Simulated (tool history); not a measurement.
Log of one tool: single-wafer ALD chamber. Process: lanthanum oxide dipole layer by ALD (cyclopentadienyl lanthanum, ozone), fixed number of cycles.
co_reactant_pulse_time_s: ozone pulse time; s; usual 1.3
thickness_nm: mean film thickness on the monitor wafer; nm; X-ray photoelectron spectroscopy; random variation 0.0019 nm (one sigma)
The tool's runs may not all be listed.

run   hour  co_reactant_pulse_time_s  read-back reference wafer on the same gauge, thickness_nm  thickness_nm
  1      0                       1.3                                                      0.442         0.508
  2   22.8                      1.18                                                      0.442         0.493
  3   35.1                      1.18                                                      0.442         0.493
  4   63.1                      1.18                                                      0.442          0.49
  5   81.2                      1.06                                                      0.442         0.472
  6    114                      1.64                                                      0.442         0.531
  7  144.2                      1.64                                                      0.442         0.529
  8  156.4                      1.64                                                      0.442         0.532
  9  171.3                       1.3                                                      0.442         0.503
 10  203.3                       1.3                                                      0.442         0.501
 11  223.8                       1.3                                                      0.442           0.5
     251.1  -- thermocouple changed; heater temperature recalibrated
       258  -- gauge calibrated
     261.1  -- showerhead replaced
 12  261.6                       1.3                                                      0.442         0.495
 13  280.6                       1.3                                                      0.442         0.497
 14    313                      0.93                                                      0.442         0.435
 15  327.5                      1.07                                                      0.442         0.461
 16  363.2                      1.12                                                      0.442         0.464
 17  397.5                      0.83                                                      0.442         0.409
 18  429.6                       1.3                                                      0.442         0.487
     450.3  -- ozone generator serviced
 19  450.8                      1.75                                                      0.442         0.554
 20  469.7                      0.97                                                      0.442         0.495
 21  483.2                      1.71                                                      0.442         0.555
 22  510.4                      0.83                                                      0.442         0.465
 23  541.7                      1.61                                                      0.441         0.549
 24  568.2                      1.75                                                      0.442         0.557
 25  591.4                       1.3                                                      0.442         0.528
 26    610                       1.3                                                      0.442         0.533

3 ways to go on from here, each from the tool as it stands after run 26. What would each give?
  A  610.4                      1.04                                                          ?             ?
  B  610.4                      0.78                                                          ?             ?
  C  610.4                      1.77                                                          ?             ?

run  read-back reference wafer on the same gauge, thickness_nm  thickness_nm
  A                                                      0.442         0.502
  B                                                      0.442         0.455
  C                                                      0.442         0.558
Without the tool's hidden state the same runs would have given:
run  thickness_nm
  A         0.507
  B         0.461
  C          0.56
